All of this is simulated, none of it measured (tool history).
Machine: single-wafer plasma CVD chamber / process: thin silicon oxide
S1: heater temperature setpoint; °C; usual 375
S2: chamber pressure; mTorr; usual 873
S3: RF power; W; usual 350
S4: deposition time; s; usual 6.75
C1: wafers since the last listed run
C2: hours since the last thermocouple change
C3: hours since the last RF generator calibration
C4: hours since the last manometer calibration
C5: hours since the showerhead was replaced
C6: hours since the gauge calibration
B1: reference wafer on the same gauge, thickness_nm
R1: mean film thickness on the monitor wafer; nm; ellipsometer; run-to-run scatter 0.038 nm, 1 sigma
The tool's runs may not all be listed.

run     day   S1    S2   S3    S4   C1     C2      C3      C4      C5     C6      B1      R1
  1   0.000  375   873  305  6.75    0  746.0  1737.2  2088.3  4969.2  176.6  11.606  13.525
  2   0.292  375   873  305  6.75  157  753.0  1744.2  2095.3  4976.2  183.6  11.601  13.479
  3   0.904  375   873  350  7.65  329  767.7  1758.9  2110.0  4990.9  198.3  11.594  15.895
  4   1.538  375   873  350  7.65  341  782.9  1774.1  2125.2  5006.1  213.5  11.603  15.956
  5   2.208  375   873  350  6.75  361  799.0  1790.2  2141.3  5022.2  229.6  11.600  14.069
      2.742  -- showerhead replaced
  6   2.762  375   873  350  6.75  118  812.3  1803.5  2154.6     0.5  242.9  11.612  14.041
  7   2.975  375   873  350  6.75  114  817.4  1808.6  2159.7     5.6  248.0  11.593  14.069
      3.504  -- capacitance manometer re-zeroed and calibrated
  8   3.525  375   873  350  6.75  116  830.6  1821.8     0.5    18.8  261.2  11.599  14.106
  9   3.738  375   873  350  7.17  114  835.7  1826.9     5.6    23.9  266.3  11.607  14.904
      4.321  -- RF generator calibrated
 10   4.342  375   873  350  7.17  145  850.2     0.5    20.1    38.4  280.8  11.597  14.996
 11   4.362  375   873  350  7.17   11  850.7     1.0    20.6    38.9  281.3  11.597  14.926
 12   4.721  375   749  410  6.75  192  859.3     9.6    29.2    47.5  289.9  11.602  12.834
 13   5.025  375  1080  350  6.13  163  866.6    16.9    36.5    54.8  297.2  11.613  14.936
 14   5.575  366  1027  350  7.39  296  879.8    30.1    49.7    68.0  310.4  11.608  17.544
 15   5.888  375  1048  350  6.75  168  887.3    37.6    57.2    75.5  317.9  11.604  16.135
 16   6.550  375   873  350  6.75  356  903.2    53.5    73.1    91.4  333.8  11.597  14.044
      6.888  -- gauge calibrated
 17   7.550  363   873  350  6.75  538  927.2    77.5    97.1   115.4   15.9  11.608  14.168
 18   8.271  379   679  295  6.04  388  944.5    94.8   114.4   132.7   33.2  11.609   9.517
      8.775  -- thermocouple changed; heater temperature recalibrated
 19   8.833  375  1086  350  6.75  123    1.4   108.3   127.9   146.2   46.7  11.601  16.618
 20   9.171  375   873  350  6.75  181    9.5   116.4   136.0   154.3   54.8  11.606  14.070
 21   9.675  375   873  350  7.93  271   21.6   128.5   148.1   166.4   66.9  11.595  16.621
 22  10.375  375   873  365  6.75  376   38.4   145.3   164.9   183.2   83.7  11.607  14.278
 23  10.817  375   714  350  7.48  237   49.0   155.9   175.5   193.8   94.3  11.610  12.987
 24  11.171  380  1058  305  7.47  190   57.5   164.4   184.0   202.3  102.8  11.602  17.183
 25  11.771  375   873  350  6.75  323   71.9   178.8   198.4   216.7  117.2  11.596  13.995
 26  12.338  375   659  385  6.75  305   85.5   192.4   212.0   230.3  130.8  11.603  11.155
 27  12.825  363   873  350  6.75  262   97.2   204.1   223.7   242.0  142.5  11.595  14.147
 28  13.475  364  1053  350  5.42  350  112.8   219.7   239.3   257.6  158.1  11.591  13.090
 29  14.000  379   873  350  7.65  282  125.4   232.3   251.9   270.2  170.7  11.597  15.910

Forecast each of these 4 alternatives for the next run:
  A  14.017  375  873  350  7.92   8  125.8  232.7  252.3  270.6  171.1   ?   ?
  B  14.017  375  873  300  5.99   8  125.8  232.7  252.3  270.6  171.1   ?   ?
  C  14.017  375  970  350  6.75   8  125.8  232.7  252.3  270.6  171.1   ?   ?
  D  14.017  375  798  350  6.75   8  125.8  232.7  252.3  270.6  171.1   ?   ?

run      B1      R1
  A  11.598  16.570
  B  11.598  11.989
  C  11.598  15.394
  D  11.598  13.091
Without the tool's hidden state the same runs would have given:
run      R1
  A  16.570
  B  11.989
  C  15.394
  D  13.091
